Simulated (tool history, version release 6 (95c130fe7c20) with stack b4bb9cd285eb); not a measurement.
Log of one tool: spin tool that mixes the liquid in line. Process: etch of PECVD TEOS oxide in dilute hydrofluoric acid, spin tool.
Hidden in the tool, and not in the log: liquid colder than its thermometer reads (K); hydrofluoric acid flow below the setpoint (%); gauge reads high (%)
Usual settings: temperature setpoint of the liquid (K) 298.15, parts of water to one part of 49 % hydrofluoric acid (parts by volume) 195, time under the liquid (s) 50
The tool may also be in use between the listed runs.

run   hour  temperature setpoint of the liquid (K)  parts of water to one part of 49 % hydrofluoric acid (parts by volume)  time under the liquid (s)  wafers since the last listed run  hours since the thermometer was replaced  hours since the hydrofluoric acid flow meter was replaced  hours since the gauge calibration  read-back film thickness of the PECVD TEOS oxide reference wafer, read on the same gauge (nm)  thickness taken off the PECVD TEOS oxide on a monitor wafer (nm)
  1      0                                  294.65                                                                     195                         50                                 0                                      2747                                                      500.6                               41.3                                                                                            150                                                              5.42
  2   62.9                                  298.15                                                                     145                         30                               731                                    2809.9                                                      563.5                              104.2                                                                                         149.96                                                               5.3
  3  128.4                                  298.15                                                                     145                         30                               761                                    2875.4                                                        629                              169.7                                                                                         150.06                                                              5.31
  4  181.3                                  298.15                                                                     195                         50                               614                                    2928.3                                                      681.9                              222.6                                                                                         150.01                                                              6.24
  5  247.8                                  298.15                                                                     195                         50                               772                                    2994.8                                                      748.4                              289.1                                                                                            150                                                              6.16
  6  396.4                                  298.15                                                                     195                         50                              1727                                    3143.4                                                        897                              437.7                                                                                         150.03                                                              6.17
     417.6  -- gauge calibrated
  7  458.4                                  298.15                                                                     195                         50                               720                                    3205.4                                                        959                               40.8                                                                                         150.01                                                              6.18
  8  503.8                                  298.15                                                                     195                         50                               527                                    3250.8                                                     1004.4                               86.2                                                                                         150.01                                                              6.19
     523.3  -- thermometer replaced
  9  529.9                                  298.15                                                                     240                         65                               291                                       6.6                                                     1030.5                              112.3                                                                                            150                                                              6.24
 10  573.3                                  298.15                                                                     245                         50                               504                                        50                                                     1073.9                              155.7                                                                                         150.03                                                               4.7
 11  615.4                                  301.65                                                                     145                         80                               489                                      92.1                                                       1116                              197.8                                                                                         150.03                                                             16.04
 12  649.2                                  298.15                                                                     195                         50                               392                                     125.9                                                     1149.8                              231.6                                                                                         150.03                                                              6.18
     691.9  -- hydrofluoric acid flow meter replaced
 13  717.5                                  298.15                                                                     195                         50                               782                                     194.2                                                       25.6                              299.9                                                                                         150.03                                                              6.24
 14  758.7                                  298.15                                                                     245                         20                               478                                     235.4                                                       66.8                              341.1                                                                                         149.99                                                              1.87
 15  801.3                                  300.15                                                                     195                         35                               495                                       278                                                      109.4                              383.7                                                                                         150.02                                                              4.66
 16  829.2                                  298.15                                                                     195                         50                               324                                     305.9                                                      137.3                              411.6                                                                                         149.97                                                              6.17
 17  890.7                                  300.65                                                                     120                         40                               714                                     367.4                                                      198.8                              473.1                                                                                         149.99                                                               9.6

4 ways to go on from here, each from the tool as it stands after run 17. What would each give?
  A  891.1                                  298.15                                                                     195                         50                                 4                                     367.8                                                      199.2                              473.5                                                                                              ?                                                                 ?
  B  891.1                                  301.15                                                                     255                         50                                 4                                     367.8                                                      199.2                              473.5                                                                                              ?                                                                 ?
  C  891.1                                  295.65                                                                     250                         25                                 4                                     367.8                                                      199.2                              473.5                                                                                              ?                                                                 ?
  D  891.1                                  301.65                                                                     195                         60                                 4                                     367.8                                                      199.2                              473.5                                                                                              ?                                                                 ?

run  read-back film thickness of the PECVD TEOS oxide reference wafer, read on the same gauge (nm)  thickness taken off the PECVD TEOS oxide on a monitor wafer (nm)
  A                                                                                            150                                                               6.2
  B                                                                                            150                                                              4.93
  C                                                                                            150                                                              2.08
  D                                                                                            150                                                              8.43
Without the tool's hidden state the same runs would have given:
run  thickness taken off the PECVD TEOS oxide on a monitor wafer (nm)
  A                                                               6.2
  B                                                              4.93
  C                                                              2.08
  D                                                              8.43
